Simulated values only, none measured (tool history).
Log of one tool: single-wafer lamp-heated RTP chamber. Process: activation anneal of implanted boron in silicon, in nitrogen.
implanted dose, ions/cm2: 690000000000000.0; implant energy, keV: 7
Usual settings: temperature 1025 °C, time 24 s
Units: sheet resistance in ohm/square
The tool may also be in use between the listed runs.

run,hour,temperature,time,"read-back reference wafer on the same gauge, sheet resistance",sheet resistance
1,0.0,1025,24,217.93,191.10
2,17.7,1025,24,218.07,190.31
3,49.7,1025,24,218.12,190.79
4,70.2,1025,24,218.04,190.58
5,104.5,1025,24,218.06,190.52
6,128.9,1025,24,218.05,190.55
7,142.7,1025,24,217.98,189.74
8,169.7,1025,24,217.99,190.38
9,185.1,1025,24,217.96,190.41
10,201.1,1025,24,218.10,189.53
11,225.0,1025,24,218.05,189.61
12,244.3,1018,24,218.06,190.80
13,279.7,1025,24,217.80,189.76
14,302.1,1025,24,218.05,189.67
# hour 327.6: pyrometer window cleaned and pyrometer calibrated
15,328.1,1025,24,217.96,190.37
16,357.3,1025,24,217.97,190.50
17,382.0,1025,24,218.02,190.55
18,405.4,1025,24,217.82,189.41
# hour 407.0: gauge calibrated
19,429.6,1009,19,218.07,194.70
20,444.5,1025,12,217.80,193.43
21,478.0,1037,33,218.09,185.48
22,497.0,1025,24,218.04,188.98
23,512.3,1006,14,218.08,196.45
24,547.9,1047,11,217.93,189.66
25,564.5,1008,24,217.95,192.29
26,588.5,1045,33,217.93,183.19
27,601.3,1025,24,217.91,188.27
28,630.0,1051,36,218.04,182.57
# hour 686.6: reflector plate cleaned
29,725.9,1025,24,218.09,189.18
# hour 739.4: pyrometer window cleaned and pyrometer calibrated
30,739.9,1006,29,218.03,194.46
31,761.3,1007,24,217.95,195.20
32,779.1,1025,24,218.00,191.08
33,807.8,1042,10,218.05,192.73
34,826.1,1004,24,217.94,195.54
35,853.1,1025,32,217.95,188.73
36,886.6,1025,24,218.06,190.31

Forecast each of these 5 alternatives for the next run:
A,887.0,1025,19,?,?
B,887.0,1047,24,?,?
C,887.0,1050,24,?,?
D,887.0,1025,13,?,?
E,887.0,1055,15,?,?

run,"read-back reference wafer on the same gauge, sheet resistance",sheet resistance
A,218.05,191.76
B,218.05,186.44
C,218.05,185.98
D,218.05,193.59
E,218.05,188.06
Without the tool's hidden state the same runs would have given:
run,sheet resistance
A,192.96
B,187.47
C,186.96
D,194.72
E,188.97
